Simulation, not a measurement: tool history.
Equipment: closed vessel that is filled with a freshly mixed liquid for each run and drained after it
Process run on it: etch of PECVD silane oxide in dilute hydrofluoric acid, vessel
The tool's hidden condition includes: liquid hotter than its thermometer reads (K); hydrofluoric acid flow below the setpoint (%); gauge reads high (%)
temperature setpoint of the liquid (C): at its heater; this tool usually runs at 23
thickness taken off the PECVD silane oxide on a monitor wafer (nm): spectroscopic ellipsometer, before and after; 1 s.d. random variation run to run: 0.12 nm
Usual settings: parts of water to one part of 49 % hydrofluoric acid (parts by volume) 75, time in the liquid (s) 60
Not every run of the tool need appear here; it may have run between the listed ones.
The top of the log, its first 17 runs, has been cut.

run,hour,temperature setpoint of the liquid (C),parts of water to one part of 49 % hydrofluoric acid (parts by volume),time in the liquid (s),wafers since the last listed run,hours since the thermometer was replaced,hours since the hydrofluoric acid flow meter was replaced,hours since the gauge calibration,"read-back film thickness of the PECVD silane oxide reference wafer, read on the same gauge (nm)",thickness taken off the PECVD silane oxide on a monitor wafer (nm)
18,1673.1,23,40,60,7509,210,204.5,196,100,58.11
19,1776.8,23,75,60,15151,313.7,308.2,299.7,99.98,29.88
20,1881.1,24.5,105,40,15238,418,412.5,404,99.97,14.49
21,1930.2,21.5,40,50,7173,467.1,461.6,453.1,100,45.66
22,2022.5,26.5,75,35,13485,559.4,553.9,545.4,100.01,19.81
23,2116.7,27,90,30,13763,653.6,648.1,639.6,100.01,14.11
24,2168.9,23,75,60,7626,705.8,700.3,691.8,100.01,29.32
25,2212.7,23,100,60,6399,749.6,744.1,735.6,100.01,21.4
26,2304.9,27,75,60,13470,841.8,836.3,827.8,99.97,34.4
27,2386.7,23,75,60,11951,923.6,918.1,909.6,100.02,29.2
28,2423.5,27,45,30,5376,960.4,954.9,946.4,99.99,29.98
29,2495.1,23,75,60,10461,1032,1026.5,1018,99.98,28.98
30,2562.9,18.5,55,60,9905,1099.8,1094.3,1085.8,100,33.73
31,2616.3,23,75,60,7802,1153.2,1147.7,1139.2,99.99,29.04
32,2675.5,23,75,60,8649,1212.4,1206.9,1198.4,100,29.05
33,2779.3,23,75,30,15165,1316.2,1310.7,1302.2,100.03,14.48

Here are 4 independent what-if runs from the current tool condition. What would each one return?
A,2780,19.5,75,60,102,1316.9,1311.4,1302.9,?,?
B,2780,23,75,95,102,1316.9,1311.4,1302.9,?,?
C,2780,26,40,70,102,1316.9,1311.4,1302.9,?,?
D,2780,21,60,35,102,1316.9,1311.4,1302.9,?,?

run,"read-back film thickness of the PECVD silane oxide reference wafer, read on the same gauge (nm)",thickness taken off the PECVD silane oxide on a monitor wafer (nm)
A,100,24.81
B,100,45.39
C,100,74.33
D,100,19.62
With the hidden condition removed and each run's random variation left untouched, the same runs would have given:
run,thickness taken off the PECVD silane oxide on a monitor wafer (nm)
A,25.78
B,47.18
C,77.16
D,20.38
